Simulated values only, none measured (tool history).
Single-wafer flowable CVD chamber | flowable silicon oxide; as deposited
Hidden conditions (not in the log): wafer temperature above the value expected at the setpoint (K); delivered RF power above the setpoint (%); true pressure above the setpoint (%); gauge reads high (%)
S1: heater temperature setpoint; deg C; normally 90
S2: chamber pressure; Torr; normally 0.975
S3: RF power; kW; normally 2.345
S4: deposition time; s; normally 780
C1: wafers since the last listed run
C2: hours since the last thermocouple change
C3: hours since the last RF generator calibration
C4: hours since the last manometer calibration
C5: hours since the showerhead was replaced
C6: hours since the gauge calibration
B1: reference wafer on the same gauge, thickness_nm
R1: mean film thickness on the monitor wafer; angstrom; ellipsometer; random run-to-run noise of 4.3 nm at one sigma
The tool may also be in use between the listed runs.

run	hour	S1	S2	S3	S4	C1	C2	C3	C4	C5	C6	B1	R1
1	0.0	90	0.975	2.715	780	0	2095.4	1308.9	2236.1	8215.2	706.1	763.202	7293.52
2	32.0	90	0.975	2.715	780	114	2127.4	1340.9	2268.1	8247.2	738.1	764.292	7275.98
3	45.3	90	0.824	2.110	780	47	2140.7	1354.2	2281.4	8260.5	751.4	764.847	6351.91
4	68.1	90	0.824	2.110	780	81	2163.5	1377.0	2304.2	8283.3	774.2	761.157	6352.73
5	122.1	95	0.975	2.345	780	192	2217.5	1431.0	2358.2	8337.3	828.2	763.135	5877.15
6	135.8	95	0.975	2.345	780	48	2231.2	1444.7	2371.9	8351.0	841.9	762.826	5892.01
7	159.4	90	1.097	2.160	780	84	2254.8	1468.3	2395.5	8374.6	865.5	762.311	7601.54
8	183.1	103	0.975	1.900	780	84	2278.5	1492.0	2419.2	8398.3	889.2	762.147	4232.18
# hour 240.6: showerhead replaced
9	259.4	90	1.137	2.345	780	243	2354.8	1568.3	2495.5	18.8	965.5	763.151	7909.83
# hour 295.3: gauge calibrated
10	312.4	90	0.975	1.965	888	189	2407.8	1621.3	2548.5	71.8	17.1	763.564	7869.78
11	333.1	90	0.975	2.345	780	73	2428.5	1642.0	2569.2	92.5	37.8	762.879	7118.46
12	361.0	85	1.129	2.225	874	99	2456.4	1669.9	2597.1	120.4	65.7	761.905	10479.89
13	374.8	102	0.975	2.345	866	49	2470.2	1683.7	2610.9	134.2	79.5	764.073	5058.73
14	409.8	102	1.146	2.345	662	124	2505.2	1718.7	2645.9	169.2	114.5	763.964	4257.19
15	428.3	90	0.975	2.345	780	66	2523.7	1737.2	2664.4	187.7	133.0	763.834	7146.44
16	443.3	90	0.905	2.150	661	53	2538.7	1752.2	2679.4	202.7	148.0	763.523	5724.34
# hour 451.3: RF generator calibrated
17	478.7	90	0.896	2.200	702	97	2574.1	27.4	2714.8	238.1	183.4	761.809	6040.83
18	495.0	83	0.877	2.345	780	58	2590.4	43.7	2731.1	254.4	199.7	763.668	8540.44
19	532.0	103	0.867	1.910	703	132	2627.4	80.7	2768.1	291.4	236.7	763.077	3509.54
# hour 547.5: capacitance manometer re-zeroed and calibrated
# hour 551.0: thermocouple changed; heater temperature recalibrated
20	551.5	90	0.975	2.590	780	28	0.5	100.2	4.0	310.9	256.2	763.346	8277.85
21	570.2	104	0.975	2.345	780	66	19.2	118.9	22.7	329.6	274.9	762.135	4803.82
22	586.9	90	0.857	2.345	701	59	35.9	135.6	39.4	346.3	291.6	762.072	6721.27
23	610.1	90	0.975	2.345	780	82	59.1	158.8	62.6	369.5	314.8	764.250	8059.38
24	635.6	90	0.975	2.345	780	90	84.6	184.3	88.1	395.0	340.3	763.200	8022.00
25	669.8	90	0.975	2.345	780	122	118.8	218.5	122.3	429.2	374.5	763.238	8030.25

What does the tool deliver on the next run?
26	697.1	90	0.975	2.345	780	97	146.1	245.8	149.6	456.5	401.8	?	?

B1: 761.968
R1: 7919.28 angstrom
On a tool with no hidden condition, and with the same random variation, this run would have come out at R1 8065.15 angstrom.

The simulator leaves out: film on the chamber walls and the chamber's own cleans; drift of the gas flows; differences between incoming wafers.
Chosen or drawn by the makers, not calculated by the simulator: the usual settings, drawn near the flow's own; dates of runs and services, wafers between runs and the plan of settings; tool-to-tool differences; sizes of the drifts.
